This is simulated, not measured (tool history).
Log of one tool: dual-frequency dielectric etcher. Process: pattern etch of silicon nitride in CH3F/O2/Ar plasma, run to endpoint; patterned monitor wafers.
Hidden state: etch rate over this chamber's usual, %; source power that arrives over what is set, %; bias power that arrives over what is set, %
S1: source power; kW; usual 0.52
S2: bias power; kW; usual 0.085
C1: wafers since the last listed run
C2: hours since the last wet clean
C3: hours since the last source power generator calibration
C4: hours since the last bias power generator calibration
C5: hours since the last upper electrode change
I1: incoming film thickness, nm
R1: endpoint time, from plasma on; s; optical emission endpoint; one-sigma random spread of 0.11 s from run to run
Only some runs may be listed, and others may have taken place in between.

run 1 day=0 | S1=0.52 S2=0.085 | C1=0 C2=411.7 C3=2771.3 C4=4010.1 C5=3447.2 | I1=28.23 | R1=33.5
run 2 day=1.967 | S1=0.52 S2=0.085 | C1=504 C2=458.9 C3=2818.5 C4=4057.3 C5=3494.4 | I1=28.24 | R1=33.2
run 3 day=3.038 | S1=0.58 S2=0.078 | C1=274 C2=484.6 C3=2844.2 C4=4083 C5=3520.1 | I1=28.29 | R1=32.3
run 4 day=3.896 | S1=0.52 S2=0.085 | C1=220 C2=505.2 C3=2864.8 C4=4103.6 C5=3540.7 | I1=28.09 | R1=33
run 5 day=4.925 | S1=0.52 S2=0.085 | C1=264 C2=529.9 C3=2889.5 C4=4128.3 C5=3565.4 | I1=28.26 | R1=33.1
run 6 day=6.162 | S1=0.52 S2=0.085 | C1=317 C2=559.6 C3=2919.2 C4=4158 C5=3595.1 | I1=28.19 | R1=33.1
run 7 day=7.138 | S1=0.52 S2=0.085 | C1=250 C2=583 C3=2942.6 C4=4181.4 C5=3618.5 | I1=28.32 | R1=33.4
run 8 day=7.888 | S1=0.41 S2=0.104 | C1=192 C2=601 C3=2960.6 C4=4199.4 C5=3636.5 | I1=28.36 | R1=35.8
run 9 day=8.488 | S1=0.58 S2=0.078 | C1=154 C2=615.4 C3=2975 C4=4213.8 C5=3650.9 | I1=28.15 | R1=32.1
-- day=10.571 upper electrode replaced
run 10 day=10.592 | S1=0.56 S2=0.066 | C1=283 C2=665.9 C3=3025.5 C4=4264.3 C5=0.5 | I1=28.09 | R1=34.5
-- day=11.838 wet clean of the chamber
-- day=11.85 bias power generator calibrated
run 11 day=11.871 | S1=0.59 S2=0.076 | C1=68 C2=0.8 C3=3056.2 C4=0.5 C5=31.2 | I1=28.32 | R1=32.3
run 12 day=13.142 | S1=0.63 S2=0.078 | C1=326 C2=31.3 C3=3086.7 C4=31 C5=61.7 | I1=28.37 | R1=31.3
run 13 day=17.608 | S1=0.44 S2=0.1 | C1=1146 C2=138.5 C3=3193.9 C4=138.2 C5=168.9 | I1=28.17 | R1=34.5
-- day=17.958 source power generator calibrated
run 14 day=22.021 | S1=0.43 S2=0.075 | C1=1089 C2=244.4 C3=97.5 C4=244.1 C5=274.8 | I1=28.29 | R1=38.7
run 15 day=22.95 | S1=0.41 S2=0.104 | C1=238 C2=266.7 C3=119.8 C4=266.4 C5=297.1 | I1=28.44 | R1=35.9

For each run, what was the tool's unlogged condition?
etch rate over this chamber's usual, %: 0 across all the runs
source power that arrives over what is set, %: 0 across all the runs
bias power that arrives over what is set, %: 0 across all the runs

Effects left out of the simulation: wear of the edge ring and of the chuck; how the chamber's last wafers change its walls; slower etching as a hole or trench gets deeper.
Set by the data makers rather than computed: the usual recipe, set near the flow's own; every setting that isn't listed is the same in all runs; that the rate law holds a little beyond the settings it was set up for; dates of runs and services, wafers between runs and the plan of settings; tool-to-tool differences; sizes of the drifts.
